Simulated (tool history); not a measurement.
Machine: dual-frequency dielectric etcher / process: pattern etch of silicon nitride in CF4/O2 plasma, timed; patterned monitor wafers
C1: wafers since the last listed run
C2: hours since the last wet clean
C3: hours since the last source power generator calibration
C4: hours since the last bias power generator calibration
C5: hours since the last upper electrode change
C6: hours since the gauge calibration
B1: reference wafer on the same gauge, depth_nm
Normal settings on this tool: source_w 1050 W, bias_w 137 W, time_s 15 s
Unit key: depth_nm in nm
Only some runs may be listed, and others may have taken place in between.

run 1 hour=0 | source_w=1050 bias_w=137 time_s=16 | C1=0 C2=14.5 C3=3306.8 C4=1768.4 C5=3617.5 C6=365.7 | B1=57.5 | depth_nm=52.7
run 2 hour=23.5 | source_w=1050 bias_w=137 time_s=15 | C1=232 C2=38 C3=3330.3 C4=1791.9 C5=3641 C6=389.2 | B1=57.5 | depth_nm=49.7
run 3 hour=54.8 | source_w=1050 bias_w=137 time_s=15 | C1=309 C2=69.3 C3=3361.6 C4=1823.2 C5=3672.3 C6=420.5 | B1=57.5 | depth_nm=49.7
run 4 hour=88.8 | source_w=1050 bias_w=137 time_s=15 | C1=335 C2=103.3 C3=3395.6 C4=1857.2 C5=3706.3 C6=454.5 | B1=57.4 | depth_nm=49.7
run 5 hour=118.4 | source_w=1050 bias_w=137 time_s=15 | C1=292 C2=132.9 C3=3425.2 C4=1886.8 C5=3735.9 C6=484.1 | B1=57.4 | depth_nm=50.2
run 6 hour=136.8 | source_w=1050 bias_w=137 time_s=17.5 | C1=181 C2=151.3 C3=3443.6 C4=1905.2 C5=3754.3 C6=502.5 | B1=57.5 | depth_nm=58.7
run 7 hour=158.5 | source_w=1050 bias_w=137 time_s=15 | C1=214 C2=173 C3=3465.3 C4=1926.9 C5=3776 C6=524.2 | B1=57.5 | depth_nm=50.4
run 8 hour=170.8 | source_w=1050 bias_w=159 time_s=15 | C1=121 C2=185.3 C3=3477.6 C4=1939.2 C5=3788.3 C6=536.5 | B1=57.5 | depth_nm=52.8
-- hour=195.7 gauge calibrated
run 9 hour=197.9 | source_w=900 bias_w=137 time_s=15 | C1=267 C2=212.4 C3=3504.7 C4=1966.3 C5=3815.4 C6=2.2 | B1=57.5 | depth_nm=45.1
run 10 hour=218.6 | source_w=1050 bias_w=137 time_s=11.5 | C1=204 C2=233.1 C3=3525.4 C4=1987 C5=3836.1 C6=22.9 | B1=57.5 | depth_nm=38.7
run 11 hour=233.6 | source_w=1050 bias_w=137 time_s=15 | C1=148 C2=248.1 C3=3540.4 C4=2002 C5=3851.1 C6=37.9 | B1=57.5 | depth_nm=50.2
run 12 hour=245.6 | source_w=1050 bias_w=137 time_s=15 | C1=118 C2=260.1 C3=3552.4 C4=2014 C5=3863.1 C6=49.9 | B1=57.4 | depth_nm=50.6
run 13 hour=260.3 | source_w=970 bias_w=116 time_s=19 | C1=145 C2=274.8 C3=3567.1 C4=2028.7 C5=3877.8 C6=64.6 | B1=57.6 | depth_nm=58
-- hour=299.7 upper electrode replaced
run 14 hour=300.2 | source_w=1210 bias_w=161 time_s=11 | C1=157 C2=314.7 C3=3607 C4=2068.6 C5=0.5 C6=104.5 | B1=57.4 | depth_nm=43.5
-- hour=315.8 source power generator calibrated
run 15 hour=317.8 | source_w=1050 bias_w=137 time_s=15 | C1=134 C2=332.3 C3=2 C4=2086.2 C5=18.1 C6=122.1 | B1=57.5 | depth_nm=50.8
run 16 hour=336.2 | source_w=940 bias_w=124 time_s=15 | C1=181 C2=350.7 C3=20.4 C4=2104.6 C5=36.5 C6=140.5 | B1=57.5 | depth_nm=45.3
-- hour=354.8 bias power generator calibrated
run 17 hour=355.3 | source_w=1050 bias_w=137 time_s=15 | C1=149 C2=369.8 C3=39.5 C4=0.5 C5=55.6 C6=159.6 | B1=57.5 | depth_nm=51.2
-- hour=402.5 wet clean of the chamber
run 18 hour=403 | source_w=1050 bias_w=126 time_s=10.5 | C1=234 C2=0.5 C3=87.2 C4=48.2 C5=103.3 C6=207.3 | B1=57.5 | depth_nm=33.7
run 19 hour=421.5 | source_w=1050 bias_w=137 time_s=17.5 | C1=182 C2=19 C3=105.7 C4=66.7 C5=121.8 C6=225.8 | B1=57.5 | depth_nm=57.6
run 20 hour=437.8 | source_w=1050 bias_w=137 time_s=15 | C1=160 C2=35.3 C3=122 C4=83 C5=138.1 C6=242.1 | B1=57.5 | depth_nm=49.6
run 21 hour=464.2 | source_w=860 bias_w=137 time_s=15 | C1=260 C2=61.7 C3=148.4 C4=109.4 C5=164.5 C6=268.5 | B1=57.6 | depth_nm=43
run 22 hour=499.9 | source_w=1050 bias_w=137 time_s=15 | C1=352 C2=97.4 C3=184.1 C4=145.1 C5=200.2 C6=304.2 | B1=57.4 | depth_nm=49.7
run 23 hour=522.3 | source_w=980 bias_w=154 time_s=13.5 | C1=221 C2=119.8 C3=206.5 C4=167.5 C5=222.6 C6=326.6 | B1=57.5 | depth_nm=43.9
run 24 hour=542 | source_w=960 bias_w=137 time_s=14 | C1=194 C2=139.5 C3=226.2 C4=187.2 C5=242.3 C6=346.3 | B1=57.4 | depth_nm=43.6
run 25 hour=555.2 | source_w=910 bias_w=107 time_s=15 | C1=130 C2=152.7 C3=239.4 C4=200.4 C5=255.5 C6=359.5 | B1=57.5 | depth_nm=41.7
run 26 hour=572 | source_w=1200 bias_w=127 time_s=16.5 | C1=165 C2=169.5 C3=256.2 C4=217.2 C5=272.3 C6=376.3 | B1=57.5 | depth_nm=59.5
run 27 hour=592.1 | source_w=1290 bias_w=137 time_s=16 | C1=198 C2=189.6 C3=276.3 C4=237.3 C5=292.4 C6=396.4 | B1=57.5 | depth_nm=62.5
run 28 hour=607.4 | source_w=1050 bias_w=159 time_s=15 | C1=151 C2=204.9 C3=291.6 C4=252.6 C5=307.7 C6=411.7 | B1=57.5 | depth_nm=52.2
run 29 hour=640 | source_w=1250 bias_w=152 time_s=17.5 | C1=321 C2=237.5 C3=324.2 C4=285.2 C5=340.3 C6=444.3 | B1=57.5 | depth_nm=69.2
run 30 hour=658.9 | source_w=1050 bias_w=137 time_s=15 | C1=186 C2=256.4 C3=343.1 C4=304.1 C5=359.2 C6=463.2 | B1=57.5 | depth_nm=50.2
run 31 hour=677.8 | source_w=1190 bias_w=137 time_s=15 | C1=186 C2=275.3 C3=362 C4=323 C5=378.1 C6=482.1 | B1=57.4 | depth_nm=55.2

A few steps of depth_nm between consecutive runs. Split each: what settings, incoming material and random variation would produce without the hidden state, and what is left over for the hidden state, along with gauge scatter present in only one of the two compared results (measured, and without hidden state):
The hidden state here: etch rate over this chamber's usual, %; source power that arrives over what is set, %; bias power that arrives over what is set, %; gauge reads high (%).
Run 10 -> 11: time_s 11.5 -> 15. depth_nm +11.5 nm: hidden state +0.3, all else +11.2.
Run 17 -> 18: bias_w 137 -> 126, time_s 15 -> 10.5, wet clean of the chamber. depth_nm -17.5 nm: hidden state -1.7, all else -15.8.
Run 18 -> 19: bias_w 126 -> 137, time_s 10.5 -> 17.5. depth_nm +23.9 nm: hidden state +0.1, all else +23.8.
Run 25 -> 26: source_w 910 -> 1200, bias_w 107 -> 127, time_s 15 -> 16.5. depth_nm +17.8 nm: hidden state +0.2, all else +17.6.
Run 28 -> 29: source_w 1050 -> 1250, bias_w 159 -> 152, time_s 15 -> 17.5. depth_nm +17 nm: hidden state +0.4, all else +16.6.
Run 29 -> 30: source_w 1250 -> 1050, bias_w 152 -> 137, time_s 17.5 -> 15. depth_nm -19 nm: hidden state -0.2, all else -18.8.
